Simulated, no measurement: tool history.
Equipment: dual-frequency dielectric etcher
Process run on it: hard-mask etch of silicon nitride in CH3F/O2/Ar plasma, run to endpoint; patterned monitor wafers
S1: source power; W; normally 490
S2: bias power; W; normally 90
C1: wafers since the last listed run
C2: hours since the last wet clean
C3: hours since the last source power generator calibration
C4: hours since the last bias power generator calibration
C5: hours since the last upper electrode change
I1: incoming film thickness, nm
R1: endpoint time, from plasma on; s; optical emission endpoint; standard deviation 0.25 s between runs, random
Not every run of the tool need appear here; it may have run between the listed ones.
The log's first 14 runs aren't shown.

| run | day | S1 | S2 | C1 | C2 | C3 | C4 | C5 | I1 | R1 |
|---|---|---|---|---|---|---|---|---|---|---|
| 15 | 34.733 | 490 | 90 | 629 | 66.8 | 2028.8 | 2037.1 | 127.6 | 51.9 | 65.6 |
| 16 | 35.829 | 490 | 90 | 251 | 93.1 | 2055.1 | 2063.4 | 153.9 | 51.0 | 64.2 |
| 17 | 38.317 | 410 | 73 | 569 | 152.8 | 2114.8 | 2123.1 | 213.6 | 51.5 | 78.5 |
|  | 42.446 | source power generator calibrated |
| 18 | 46.621 | 490 | 90 | 1864 | 352.1 | 100.2 | 2322.4 | 412.9 | 51.7 | 63.2 |
|  | 48.375 | wet clean of the chamber |
| 19 | 48.396 | 430 | 90 | 177 | 0.5 | 142.8 | 2365.0 | 455.5 | 51.8 | 68.5 |
|  | 48.883 | bias power generator calibrated |
| 20 | 48.904 | 580 | 78 | 78 | 12.7 | 155.0 | 0.5 | 467.7 | 52.2 | 61.2 |
| 21 | 51.700 | 590 | 90 | 640 | 79.8 | 222.1 | 67.6 | 534.8 | 52.0 | 57.2 |
| 22 | 52.954 | 600 | 99 | 287 | 109.9 | 252.2 | 97.7 | 564.9 | 52.2 | 55.3 |
| 23 | 54.979 | 390 | 90 | 463 | 158.5 | 300.8 | 146.3 | 613.5 | 52.0 | 72.8 |
| 24 | 56.808 | 460 | 70 | 419 | 202.4 | 344.7 | 190.2 | 657.4 | 52.0 | 71.8 |
| 25 | 59.558 | 550 | 108 | 630 | 268.4 | 410.7 | 256.2 | 723.4 | 52.1 | 56.1 |
|  | 63.004 | wet clean of the chamber |
| 26 | 63.025 | 370 | 90 | 565 | 0.5 | 493.9 | 339.4 | 806.6 | 52.2 | 75.3 |
| 27 | 64.208 | 430 | 76 | 271 | 28.9 | 522.3 | 367.8 | 835.0 | 52.2 | 72.8 |
| 28 | 65.412 | 490 | 90 | 275 | 57.8 | 551.2 | 396.7 | 863.9 | 52.6 | 64.5 |
| 29 | 66.604 | 490 | 90 | 273 | 86.4 | 579.8 | 425.3 | 892.5 | 52.2 | 63.8 |

What will run 30 give?
| 30 | 68.617 | 490 | 107 | 461 | 134.7 | 628.1 | 473.6 | 940.8 | 52.3 | ? |

Run 30 produced R1 60.7 s.
With no hidden state in the tool, this same run would have given R1 60.5 s.
